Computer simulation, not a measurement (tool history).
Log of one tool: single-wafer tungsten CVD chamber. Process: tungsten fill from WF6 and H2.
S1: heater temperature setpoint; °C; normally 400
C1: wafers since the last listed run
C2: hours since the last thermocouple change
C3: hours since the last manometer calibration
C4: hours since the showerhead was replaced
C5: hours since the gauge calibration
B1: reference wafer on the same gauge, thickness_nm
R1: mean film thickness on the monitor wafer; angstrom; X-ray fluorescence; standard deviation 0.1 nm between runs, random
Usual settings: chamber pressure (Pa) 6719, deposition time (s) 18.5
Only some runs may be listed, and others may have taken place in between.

run 1 hour=0 | S1=400 chamber_pressure_(Pa)=5959 deposition_time_(s)=18.5 | C1=0 C2=2584.8 C3=2698.6 C4=5104.5 C5=201.1 | B1=68.805 | R1=590.64
run 2 hour=13.8 | S1=400 chamber_pressure_(Pa)=5959 deposition_time_(s)=18.5 | C1=598 C2=2598.6 C3=2712.4 C4=5118.3 C5=214.9 | B1=68.786 | R1=592.86
run 3 hour=31.7 | S1=400 chamber_pressure_(Pa)=5959 deposition_time_(s)=18.5 | C1=776 C2=2616.5 C3=2730.3 C4=5136.2 C5=232.8 | B1=68.798 | R1=592.91
run 4 hour=38.8 | S1=400 chamber_pressure_(Pa)=6719 deposition_time_(s)=18.5 | C1=307 C2=2623.6 C3=2737.4 C4=5143.3 C5=239.9 | B1=68.822 | R1=628.04
run 5 hour=51.2 | S1=400 chamber_pressure_(Pa)=6719 deposition_time_(s)=18.5 | C1=537 C2=2636 C3=2749.8 C4=5155.7 C5=252.3 | B1=68.758 | R1=626.52
run 6 hour=62.2 | S1=400 chamber_pressure_(Pa)=6719 deposition_time_(s)=18.5 | C1=476 C2=2647 C3=2760.8 C4=5166.7 C5=263.3 | B1=68.792 | R1=628.93
run 7 hour=75.8 | S1=400 chamber_pressure_(Pa)=6719 deposition_time_(s)=18.5 | C1=589 C2=2660.6 C3=2774.4 C4=5180.3 C5=276.9 | B1=68.778 | R1=628.75
run 8 hour=87.5 | S1=400 chamber_pressure_(Pa)=6719 deposition_time_(s)=18.5 | C1=507 C2=2672.3 C3=2786.1 C4=5192 C5=288.6 | B1=68.784 | R1=628.36
run 9 hour=102.3 | S1=400 chamber_pressure_(Pa)=6719 deposition_time_(s)=18.5 | C1=641 C2=2687.1 C3=2800.9 C4=5206.8 C5=303.4 | B1=68.815 | R1=626.97
run 10 hour=114.5 | S1=400 chamber_pressure_(Pa)=6719 deposition_time_(s)=18.5 | C1=529 C2=2699.3 C3=2813.1 C4=5219 C5=315.6 | B1=68.808 | R1=627.16
-- hour=127.8 gauge calibrated
-- hour=135.9 thermocouple changed; heater temperature recalibrated
run 11 hour=136.4 | S1=400 chamber_pressure_(Pa)=6719 deposition_time_(s)=18.5 | C1=602 C2=0.5 C3=2835 C4=5240.9 C5=8.6 | B1=68.819 | R1=702.21
-- hour=149 capacitance manometer re-zeroed and calibrated
run 12 hour=149.5 | S1=400 chamber_pressure_(Pa)=6719 deposition_time_(s)=15.8 | C1=221 C2=13.6 C3=0.5 C4=5254 C5=21.7 | B1=68.821 | R1=576.8
run 13 hour=151.7 | S1=400 chamber_pressure_(Pa)=6719 deposition_time_(s)=18.5 | C1=95 C2=15.8 C3=2.7 C4=5256.2 C5=23.9 | B1=68.837 | R1=677.32
run 14 hour=167.8 | S1=400 chamber_pressure_(Pa)=6719 deposition_time_(s)=18.5 | C1=698 C2=31.9 C3=18.8 C4=5272.3 C5=40 | B1=68.798 | R1=676.01
run 15 hour=185.5 | S1=400 chamber_pressure_(Pa)=6719 deposition_time_(s)=18.5 | C1=767 C2=49.6 C3=36.5 C4=5290 C5=57.7 | B1=68.785 | R1=676.37
run 16 hour=198.1 | S1=405 chamber_pressure_(Pa)=6719 deposition_time_(s)=18.5 | C1=546 C2=62.2 C3=49.1 C4=5302.6 C5=70.3 | B1=68.819 | R1=735.19
run 17 hour=246 | S1=400 chamber_pressure_(Pa)=6719 deposition_time_(s)=18.5 | C1=2077 C2=110.1 C3=97 C4=5350.5 C5=118.2 | B1=68.788 | R1=671.93
run 18 hour=263.2 | S1=400 chamber_pressure_(Pa)=7586 deposition_time_(s)=18.5 | C1=745 C2=127.3 C3=114.2 C4=5367.7 C5=135.4 | B1=68.809 | R1=710.51
run 19 hour=269.7 | S1=388 chamber_pressure_(Pa)=5053 deposition_time_(s)=18.5 | C1=281 C2=133.8 C3=120.7 C4=5374.2 C5=141.9 | B1=68.818 | R1=462.63
run 20 hour=278.9 | S1=404 chamber_pressure_(Pa)=5973 deposition_time_(s)=18.5 | C1=398 C2=143 C3=129.9 C4=5383.4 C5=151.1 | B1=68.811 | R1=679.95
-- hour=296.5 showerhead replaced
run 21 hour=297 | S1=392 chamber_pressure_(Pa)=5306 deposition_time_(s)=18.5 | C1=437 C2=161.1 C3=148 C4=0.5 C5=169.2 | B1=68.802 | R1=512.24
run 22 hour=311.1 | S1=387 chamber_pressure_(Pa)=8199 deposition_time_(s)=20.2 | C1=611 C2=175.2 C3=162.1 C4=14.6 C5=183.3 | B1=68.804 | R1=630.59
run 23 hour=323.5 | S1=392 chamber_pressure_(Pa)=5693 deposition_time_(s)=18.5 | C1=537 C2=187.6 C3=174.5 C4=27 C5=195.7 | B1=68.811 | R1=530.34
run 24 hour=335.7 | S1=411 chamber_pressure_(Pa)=6719 deposition_time_(s)=18.5 | C1=529 C2=199.8 C3=186.7 C4=39.2 C5=207.9 | B1=68.793 | R1=811.88
run 25 hour=344.8 | S1=400 chamber_pressure_(Pa)=6719 deposition_time_(s)=18.5 | C1=394 C2=208.9 C3=195.8 C4=48.3 C5=217 | B1=68.781 | R1=666.95
run 26 hour=361.4 | S1=386 chamber_pressure_(Pa)=6719 deposition_time_(s)=17 | C1=719 C2=225.5 C3=212.4 C4=64.9 C5=233.6 | B1=68.824 | R1=470.86
run 27 hour=371.8 | S1=410 chamber_pressure_(Pa)=6719 deposition_time_(s)=18.5 | C1=450 C2=235.9 C3=222.8 C4=75.3 C5=244 | B1=68.82 | R1=796.62

Below, each run's measurement less what the same run would have read without the hidden state. Both values contain the same run-to-run variation, but the gauge's scatter may not be the same in both:
Hidden state at play: wafer temperature above the value expected at the setpoint (K); true pressure above the setpoint (%); gauge reads high (%).
run=1 R1=-50.6
run=2 R1=-50.82
run=3 R1=-50.87
run=4 R1=-54.46
run=5 R1=-54.35
run=6 R1=-54.59
run=7 R1=-54.61
run=8 R1=-54.6
run=9 R1=-54.52
run=10 R1=-54.56
run=11 R1=+20.16
run=12 R1=-4.79
run=13 R1=-5.73
run=14 R1=-6.54
run=15 R1=-7.42
run=16 R1=-8.15
run=17 R1=-10.22
run=18 R1=-11.76
run=19 R1=-8.36
run=20 R1=-11.03
run=21 R1=-9.75
run=22 R1=-13.68
run=23 R1=-11.06
run=24 R1=-14.76
run=25 R1=-14.44
run=26 R1=-11.73
run=27 R1=-16.82
